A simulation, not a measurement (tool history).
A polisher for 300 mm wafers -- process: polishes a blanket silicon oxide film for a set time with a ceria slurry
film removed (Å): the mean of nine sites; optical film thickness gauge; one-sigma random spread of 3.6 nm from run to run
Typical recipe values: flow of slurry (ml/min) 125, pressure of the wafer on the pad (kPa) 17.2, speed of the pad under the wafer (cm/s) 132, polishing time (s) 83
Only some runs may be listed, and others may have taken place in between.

run,day,flow of slurry (ml/min),pressure of the wafer on the pad (kPa),speed of the pad under the wafer (cm/s),polishing time (s),wafers since the last listed run,wafers polished on this pad,hours since the slurry nozzle was cleaned,hours since the head pressure was calibrated,"incoming thickness of the incoming film, nm",film removed (Å)
1,0,125,17.2,132,83,0,312,328.7,266.1,1501,4138
2,1.35,125,17.2,132,83,430,743,361.1,298.5,1535.9,4028
3,2.367,125,17.2,132,83,324,1067,385.5,322.9,1516.6,3962
4,3.271,125,17.2,120,83,288,1355,407.2,344.6,1532.1,3609
# day 3.717: worn pad replaced by a new one
5,4.358,125,17.2,120,83,293,205,433.3,370.7,1531.3,3943
6,5.529,125,17.2,132,83,373,578,461.4,398.8,1535.3,4118
7,6.388,125,17.2,132,83,273,852,482,419.4,1500.3,4008
8,7.112,125,17.2,132,83,231,1083,499.4,436.8,1521.9,3988
# day 7.95: worn pad replaced by a new one
9,8.538,125,12.4,132,83,401,187,533.6,471,1535.7,2996
10,9.325,125,12.4,132,83,251,438,552.5,489.9,1512.9,2967
11,10.488,125,17.2,166,83,370,809,580.4,517.8,1521.2,4819
12,11.979,85,17.2,132,60,475,1285,616.2,553.6,1499.2,2514

For run 13, what comes out?
13,12.625,145,17.2,168,83,206,1491,631.7,569.1,1529.9,?

film removed (Å): 4640
With no hidden state in the tool, this same run would have given film removed (Å) 5188.
